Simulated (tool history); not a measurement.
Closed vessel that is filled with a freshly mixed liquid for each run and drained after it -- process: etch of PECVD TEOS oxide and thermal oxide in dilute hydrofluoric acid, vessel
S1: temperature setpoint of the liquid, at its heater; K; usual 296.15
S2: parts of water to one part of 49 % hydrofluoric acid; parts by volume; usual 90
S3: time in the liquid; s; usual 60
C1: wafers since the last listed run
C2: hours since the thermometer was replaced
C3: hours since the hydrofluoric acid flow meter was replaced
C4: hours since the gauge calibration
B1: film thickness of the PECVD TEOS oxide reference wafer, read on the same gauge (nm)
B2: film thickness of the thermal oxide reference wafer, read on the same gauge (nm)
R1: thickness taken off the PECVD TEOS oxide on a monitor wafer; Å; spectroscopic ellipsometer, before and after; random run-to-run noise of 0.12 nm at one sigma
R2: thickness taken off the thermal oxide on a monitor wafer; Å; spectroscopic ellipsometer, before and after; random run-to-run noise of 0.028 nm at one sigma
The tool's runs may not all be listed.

run 1 hour=0.0 | S1=296.15 S2=90 S3=60 | C1=0 C2=1736.8 C3=638.3 C4=105.2 | B1=150.02 B2=30.006 | R1=141.1 R2=33.83
-- hour=7.7 hydrofluoric acid flow meter replaced
run 2 hour=12.9 | S1=296.15 S2=90 S3=60 | C1=1796 C2=1749.7 C3=5.2 C4=118.1 | B1=150.01 B2=30.038 | R1=130.4 R2=31.02
run 3 hour=23.3 | S1=296.15 S2=90 S3=60 | C1=1570 C2=1760.1 C3=15.6 C4=128.5 | B1=150.00 B2=29.987 | R1=131.0 R2=31.36
run 4 hour=33.3 | S1=296.15 S2=90 S3=60 | C1=1509 C2=1770.1 C3=25.6 C4=138.5 | B1=150.00 B2=30.020 | R1=134.3 R2=31.07
run 5 hour=43.5 | S1=298.15 S2=90 S3=60 | C1=1540 C2=1780.3 C3=35.8 C4=148.7 | B1=149.99 B2=29.970 | R1=144.4 R2=34.73
run 6 hour=54.2 | S1=298.15 S2=90 S3=60 | C1=1615 C2=1791.0 C3=46.5 C4=159.4 | B1=150.01 B2=30.027 | R1=145.0 R2=33.66
run 7 hour=66.4 | S1=296.15 S2=90 S3=60 | C1=1842 C2=1803.2 C3=58.7 C4=171.6 | B1=150.02 B2=29.992 | R1=131.9 R2=31.29
run 8 hour=79.0 | S1=296.15 S2=90 S3=60 | C1=1902 C2=1815.8 C3=71.3 C4=184.2 | B1=149.98 B2=30.009 | R1=134.0 R2=31.52
run 9 hour=91.9 | S1=296.15 S2=90 S3=60 | C1=1947 C2=1828.7 C3=84.2 C4=197.1 | B1=150.00 B2=29.994 | R1=133.9 R2=32.18
run 10 hour=108.2 | S1=297.65 S2=125 S3=60 | C1=2461 C2=1845.0 C3=100.5 C4=213.4 | B1=149.98 B2=30.007 | R1=98.1 R2=22.91
run 11 hour=117.9 | S1=294.15 S2=45 S3=60 | C1=1464 C2=1854.7 C3=110.2 C4=223.1 | B1=150.00 B2=29.976 | R1=259.8 R2=61.53
run 12 hour=124.3 | S1=296.15 S2=115 S3=60 | C1=966 C2=1861.1 C3=116.6 C4=229.5 | B1=150.00 B2=30.006 | R1=101.5 R2=23.96
run 13 hour=134.7 | S1=299.15 S2=55 S3=80 | C1=1570 C2=1871.5 C3=127.0 C4=239.9 | B1=150.00 B2=29.984 | R1=342.0 R2=81.21
-- hour=138.1 gauge calibrated
run 14 hour=141.1 | S1=296.15 S2=90 S3=60 | C1=966 C2=1877.9 C3=133.4 C4=3.0 | B1=150.02 B2=30.002 | R1=132.2 R2=31.68
run 15 hour=158.4 | S1=296.15 S2=90 S3=60 | C1=2612 C2=1895.2 C3=150.7 C4=20.3 | B1=149.98 B2=30.019 | R1=133.3 R2=31.97
-- hour=170.1 thermometer replaced
run 16 hour=172.5 | S1=296.15 S2=105 S3=45 | C1=1977 C2=2.4 C3=164.8 C4=34.4 | B1=150.00 B2=30.026 | R1=84.1 R2=20.22
run 17 hour=179.5 | S1=300.15 S2=80 S3=85 | C1=1056 C2=9.4 C3=171.8 C4=41.4 | B1=150.01 B2=30.009 | R1=249.2 R2=60.15
run 18 hour=185.9 | S1=299.65 S2=50 S3=60 | C1=966 C2=15.8 C3=178.2 C4=47.8 | B1=150.01 B2=29.989 | R1=297.4 R2=69.42
run 19 hour=193.8 | S1=299.15 S2=105 S3=95 | C1=1192 C2=23.7 C3=186.1 C4=55.7 | B1=149.98 B2=30.027 | R1=201.5 R2=48.32
run 20 hour=210.3 | S1=300.15 S2=80 S3=85 | C1=2491 C2=40.2 C3=202.6 C4=72.2 | B1=150.01 B2=30.004 | R1=254.9 R2=60.06
run 21 hour=219.7 | S1=298.65 S2=110 S3=80 | C1=1419 C2=49.6 C3=212.0 C4=81.6 | B1=150.01 B2=29.961 | R1=157.1 R2=37.22
run 22 hour=226.7 | S1=291.65 S2=60 S3=85 | C1=1056 C2=56.6 C3=219.0 C4=88.6 | B1=150.00 B2=29.976 | R1=248.4 R2=58.64
run 23 hour=236.7 | S1=292.65 S2=120 S3=30 | C1=1509 C2=66.6 C3=229.0 C4=98.6 | B1=150.00 B2=30.039 | R1=42.2 R2=10.03
run 24 hour=242.9 | S1=292.15 S2=90 S3=70 | C1=936 C2=72.8 C3=235.2 C4=104.8 | B1=149.99 B2=30.005 | R1=133.2 R2=31.59
run 25 hour=254.3 | S1=296.15 S2=110 S3=60 | C1=1721 C2=84.2 C3=246.6 C4=116.2 | B1=150.01 B2=29.968 | R1=107.0 R2=25.49
run 26 hour=260.5 | S1=296.15 S2=110 S3=90 | C1=936 C2=90.4 C3=252.8 C4=122.4 | B1=149.99 B2=30.011 | R1=163.7 R2=38.63

Here are 4 independent what-if runs from the current tool condition. What would each one return?
run A hour=261.2 | S1=296.15 S2=90 S3=60 | C1=105 C2=91.1 C3=253.5 C4=123.1 | B1=? B2=? | R1=? R2=?
run B hour=261.2 | S1=298.15 S2=90 S3=80 | C1=105 C2=91.1 C3=253.5 C4=123.1 | B1=? B2=? | R1=? R2=?
run C hour=261.2 | S1=294.15 S2=70 S3=80 | C1=105 C2=91.1 C3=253.5 C4=123.1 | B1=? B2=? | R1=? R2=?
run D hour=261.2 | S1=296.15 S2=90 S3=90 | C1=105 C2=91.1 C3=253.5 C4=123.1 | B1=? B2=? | R1=? R2=?

run=A B1=149.99 B2=29.975 R1=135.9 R2=32.11
run=B B1=149.99 B2=29.975 R1=196.3 R2=46.38
run=C B1=149.99 B2=29.975 R1=219.7 R2=51.92
run=D B1=149.99 B2=29.975 R1=203.8 R2=48.17
The same runs, with their run-to-run variation unchanged, on a tool lacking any hidden condition would have given:
run=A R1=130.8 R2=30.93
run=B R1=189.0 R2=44.66
run=C R1=211.7 R2=50.05
run=D R1=196.3 R2=46.39

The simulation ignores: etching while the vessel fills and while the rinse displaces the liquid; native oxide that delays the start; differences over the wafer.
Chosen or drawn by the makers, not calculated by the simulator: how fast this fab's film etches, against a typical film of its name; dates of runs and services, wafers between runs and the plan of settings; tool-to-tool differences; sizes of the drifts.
